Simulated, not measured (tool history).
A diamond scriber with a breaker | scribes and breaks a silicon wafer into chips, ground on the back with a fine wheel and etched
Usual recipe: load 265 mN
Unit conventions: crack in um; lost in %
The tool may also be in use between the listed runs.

run   hour  load  incoming depth of the damage left on the back of the incoming wafer, um  crack  lost
  1    0.0   220                                                                     0.46  10.62  4.60
  2    9.0   265                                                                     0.67  11.20  2.66
  3   25.3   265                                                                     0.60  11.48  2.70
  4   33.1   265                                                                     0.31  11.51  2.73
  5   40.8   265                                                                     0.72  11.58  2.84
  6   51.9   265                                                                     0.43  11.04  2.89
  7   61.6   265                                                                     0.61  11.22  3.33
  8   71.9   265                                                                     0.49  10.91  3.10
  9   87.8   265                                                                     0.68  10.99  3.43
 10   95.2   265                                                                     0.68  10.88  3.54
 11  113.1   237                                                                     0.80  10.79  5.76
     118.6  -- diamond tip replaced by a new one
 12  119.9   237                                                                     0.35  11.82  2.20
 13  127.3   237                                                                     0.58  11.70  2.13
 14  139.1   265                                                                     0.80  11.67  1.71
     142.4  -- load on the tip recalibrated
 15  149.3   213                                                                     0.71  11.78  2.83
 16  158.1   306                                                                     0.59  13.11  1.78
 17  164.1   307                                                                     0.31  12.90  1.75
 18  170.4   292                                                                     0.49  12.62  1.56
 19  181.0   333                                                                     0.45  13.24  2.20
 20  197.2   317                                                                     0.77  12.68  1.92
 21  248.0   314                                                                     0.78  13.02  1.81
 22  259.5   322                                                                     0.71  12.97  1.95
 23  275.6   295                                                                     0.37  12.54  1.62
 24  292.1   265                                                                     0.36  11.78  1.68
 25  300.8   303                                                                     0.36  12.42  1.60
 26  313.3   307                                                                     0.75  12.67  1.55
 27  325.0   214                                                                     0.46  11.04  3.52
 28  333.3   265                                                                     0.41  11.87  1.82
 29  350.8   239                                                                     0.72  11.73  2.58

Branching from run 29: 5 alternative next runs. What would each branch give?
  A  351.5   265                                                                     0.36      ?     ?
  B  351.5   301                                                                     0.36      ?     ?
  C  351.5   310                                                                     0.36      ?     ?
  D  351.5   308                                                                     0.36      ?     ?
  E  351.5   203                                                                     0.36      ?     ?

run  crack  lost
  A  12.48  1.86
  B  13.07  1.60
  C  13.22  1.65
  D  13.19  1.64
  E  11.42  4.36
Had the tool no hidden state, the same runs would have come out as:
run  crack  lost
  A  12.98  1.59
  B  13.60  1.96
  C  13.75  2.16
  D  13.72  2.11
  E  11.88  2.93

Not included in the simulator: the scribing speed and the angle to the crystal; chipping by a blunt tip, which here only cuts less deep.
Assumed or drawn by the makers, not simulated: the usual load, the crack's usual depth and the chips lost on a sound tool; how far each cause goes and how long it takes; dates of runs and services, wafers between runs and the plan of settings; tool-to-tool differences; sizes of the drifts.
